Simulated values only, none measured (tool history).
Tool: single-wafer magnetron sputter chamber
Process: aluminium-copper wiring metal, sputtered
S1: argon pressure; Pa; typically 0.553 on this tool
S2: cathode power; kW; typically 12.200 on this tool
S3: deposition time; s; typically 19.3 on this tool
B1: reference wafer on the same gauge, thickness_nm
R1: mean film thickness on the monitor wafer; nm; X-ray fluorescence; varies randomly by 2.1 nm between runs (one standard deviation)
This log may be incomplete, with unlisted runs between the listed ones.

| run | hour | S1 | S2 | S3 | B1 | R1 |
|---|---|---|---|---|---|---|
| 1 | 0.0 | 0.553 | 12.200 | 19.3 | 448.372 | 386.624 |
|  | 114.0 | sputter target and shields replaced |
| 2 | 114.5 | 0.553 | 12.200 | 19.3 | 448.761 | 387.981 |
| 3 | 149.9 | 0.553 | 12.200 | 19.3 | 446.918 | 386.304 |
| 4 | 215.7 | 0.553 | 12.200 | 19.3 | 447.013 | 386.358 |
| 5 | 278.6 | 0.553 | 11.400 | 19.3 | 446.963 | 360.032 |
|  | 327.4 | magnet pack replaced |
|  | 342.3 | sputter target and shields replaced |
| 6 | 342.8 | 0.553 | 11.400 | 19.3 | 447.948 | 359.796 |
| 7 | 432.3 | 0.553 | 12.200 | 19.3 | 448.302 | 385.118 |
| 8 | 497.4 | 0.553 | 12.200 | 19.3 | 448.489 | 386.759 |
| 9 | 539.1 | 0.553 | 12.200 | 21.6 | 447.696 | 433.789 |
|  | 558.9 | sputter target and shields replaced |
|  | 611.4 | capacitance manometer re-zeroed and calibrated |
| 10 | 618.1 | 0.553 | 12.200 | 19.3 | 448.424 | 399.996 |
|  | 622.2 | gauge calibrated |
| 11 | 654.5 | 0.553 | 12.200 | 19.3 | 448.511 | 402.557 |
| 12 | 729.0 | 0.371 | 10.950 | 19.3 | 448.713 | 395.847 |
| 13 | 796.3 | 0.553 | 12.200 | 16.1 | 448.920 | 331.220 |
|  | 817.7 | sputter target and shields replaced |
| 14 | 843.9 | 0.553 | 10.200 | 17.8 | 448.156 | 305.343 |
| 15 | 947.6 | 0.478 | 12.200 | 22.9 | 448.467 | 483.363 |
| 16 | 1016.5 | 0.553 | 12.200 | 16.2 | 448.581 | 326.829 |

Alternative continuations, all from the tool just after run 16; predict every row:
| A | 1016.9 | 0.553 | 12.200 | 19.3 | ? | ? |
| B | 1016.9 | 0.679 | 12.200 | 19.3 | ? | ? |
| C | 1016.9 | 0.754 | 10.750 | 16.7 | ? | ? |

| run | B1 | R1 |
|---|---|---|
| A | 447.680 | 392.132 |
| B | 447.680 | 368.344 |
| C | 447.680 | 270.784 |
Without the tool's hidden state the same runs would have given:
| run | R1 |
|---|---|
| A | 402.410 |
| B | 379.754 |
| C | 279.909 |
